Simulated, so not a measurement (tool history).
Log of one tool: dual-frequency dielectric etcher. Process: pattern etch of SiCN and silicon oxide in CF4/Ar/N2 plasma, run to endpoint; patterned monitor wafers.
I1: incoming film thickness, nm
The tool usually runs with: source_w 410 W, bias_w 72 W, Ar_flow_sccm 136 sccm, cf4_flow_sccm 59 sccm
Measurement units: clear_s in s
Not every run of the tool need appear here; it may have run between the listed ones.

{"run": 1, "hour": 0.0, "source_w": 410, "bias_w": 72, "Ar_flow_sccm": 136, "cf4_flow_sccm": 59, "I1": 10.61, "clear_s": 14.4}
{"run": 2, "hour": 66.4, "source_w": 410, "bias_w": 72, "Ar_flow_sccm": 136, "cf4_flow_sccm": 59, "I1": 10.75, "clear_s": 14.4}
{"run": 3, "hour": 124.3, "source_w": 410, "bias_w": 72, "Ar_flow_sccm": 136, "cf4_flow_sccm": 59, "I1": 10.72, "clear_s": 14.4}
{"hour": 166.5, "done": "CF4 flow controller replaced"}
{"run": 4, "hour": 194.1, "source_w": 410, "bias_w": 72, "Ar_flow_sccm": 136, "cf4_flow_sccm": 59, "I1": 10.74, "clear_s": 14.4}
{"hour": 307.7, "done": "wet clean of the chamber"}
{"run": 5, "hour": 356.9, "source_w": 410, "bias_w": 72, "Ar_flow_sccm": 136, "cf4_flow_sccm": 59, "I1": 10.71, "clear_s": 14.3}
{"run": 6, "hour": 400.0, "source_w": 410, "bias_w": 72, "Ar_flow_sccm": 136, "cf4_flow_sccm": 59, "I1": 10.78, "clear_s": 14.2}
{"hour": 458.7, "done": "source power generator calibrated"}
{"run": 7, "hour": 469.8, "source_w": 410, "bias_w": 72, "Ar_flow_sccm": 136, "cf4_flow_sccm": 59, "I1": 10.7, "clear_s": 15}
{"run": 8, "hour": 506.1, "source_w": 460, "bias_w": 57, "Ar_flow_sccm": 112, "cf4_flow_sccm": 64, "I1": 10.62, "clear_s": 14.3}
{"hour": 528.8, "done": "bias power generator calibrated"}
{"run": 9, "hour": 591.9, "source_w": 480, "bias_w": 89, "Ar_flow_sccm": 136, "cf4_flow_sccm": 59, "I1": 10.78, "clear_s": 11.8}
{"run": 10, "hour": 632.4, "source_w": 310, "bias_w": 72, "Ar_flow_sccm": 123, "cf4_flow_sccm": 50, "I1": 10.58, "clear_s": 19.6}
{"run": 11, "hour": 677.9, "source_w": 500, "bias_w": 72, "Ar_flow_sccm": 165, "cf4_flow_sccm": 59, "I1": 10.68, "clear_s": 12.7}
{"run": 12, "hour": 759.9, "source_w": 310, "bias_w": 72, "Ar_flow_sccm": 123, "cf4_flow_sccm": 50, "I1": 10.59, "clear_s": 19.4}
{"run": 13, "hour": 830.6, "source_w": 510, "bias_w": 72, "Ar_flow_sccm": 136, "cf4_flow_sccm": 59, "I1": 10.67, "clear_s": 12}
{"hour": 907.9, "done": "wet clean of the chamber"}
{"run": 14, "hour": 908.4, "source_w": 310, "bias_w": 72, "Ar_flow_sccm": 136, "cf4_flow_sccm": 59, "I1": 10.65, "clear_s": 19.3}
{"hour": 954.1, "done": "upper electrode replaced"}
{"hour": 957.3, "done": "Ar flow controller replaced"}
{"run": 15, "hour": 957.8, "source_w": 410, "bias_w": 72, "Ar_flow_sccm": 136, "cf4_flow_sccm": 59, "I1": 10.66, "clear_s": 15}
{"run": 16, "hour": 999.4, "source_w": 410, "bias_w": 72, "Ar_flow_sccm": 136, "cf4_flow_sccm": 47, "I1": 10.71, "clear_s": 15.4}
{"run": 17, "hour": 1025.6, "source_w": 410, "bias_w": 72, "Ar_flow_sccm": 136, "cf4_flow_sccm": 59, "I1": 10.69, "clear_s": 14.9}
{"run": 18, "hour": 1094.9, "source_w": 410, "bias_w": 72, "Ar_flow_sccm": 146, "cf4_flow_sccm": 59, "I1": 10.67, "clear_s": 15}
{"run": 19, "hour": 1155.9, "source_w": 410, "bias_w": 72, "Ar_flow_sccm": 136, "cf4_flow_sccm": 59, "I1": 10.72, "clear_s": 14.9}
{"run": 20, "hour": 1182.1, "source_w": 490, "bias_w": 81, "Ar_flow_sccm": 126, "cf4_flow_sccm": 59, "I1": 10.78, "clear_s": 11.9}
{"run": 21, "hour": 1212.5, "source_w": 330, "bias_w": 60, "Ar_flow_sccm": 136, "cf4_flow_sccm": 59, "I1": 10.61, "clear_s": 19.8}
{"run": 22, "hour": 1243.8, "source_w": 410, "bias_w": 72, "Ar_flow_sccm": 136, "cf4_flow_sccm": 59, "I1": 10.69, "clear_s": 14.8}
{"run": 23, "hour": 1391.3, "source_w": 410, "bias_w": 62, "Ar_flow_sccm": 136, "cf4_flow_sccm": 59, "I1": 10.69, "clear_s": 15.9}
{"run": 24, "hour": 1418.8, "source_w": 410, "bias_w": 72, "Ar_flow_sccm": 136, "cf4_flow_sccm": 59, "I1": 10.67, "clear_s": 14.9}
{"run": 25, "hour": 1446.6, "source_w": 410, "bias_w": 72, "Ar_flow_sccm": 136, "cf4_flow_sccm": 59, "I1": 10.71, "clear_s": 14.7}

Each row is a separate what-if for the run after 25, all from the same tool condition, not one after another. Results?
{"run": "A", "hour": 1447.0, "source_w": 410, "bias_w": 88, "Ar_flow_sccm": 136, "cf4_flow_sccm": 59, "I1": 10.73, "clear_s": "?"}
{"run": "B", "hour": 1447.0, "source_w": 500, "bias_w": 67, "Ar_flow_sccm": 163, "cf4_flow_sccm": 48, "I1": 10.73, "clear_s": "?"}
{"run": "C", "hour": 1447.0, "source_w": 410, "bias_w": 72, "Ar_flow_sccm": 161, "cf4_flow_sccm": 46, "I1": 10.73, "clear_s": "?"}

run=A clear_s=13.5
run=B clear_s=13.6
run=C clear_s=15.8
What these runs would have given with no unlogged condition in the tool:
run=A clear_s=13.7
run=B clear_s=13.8
run=C clear_s=16
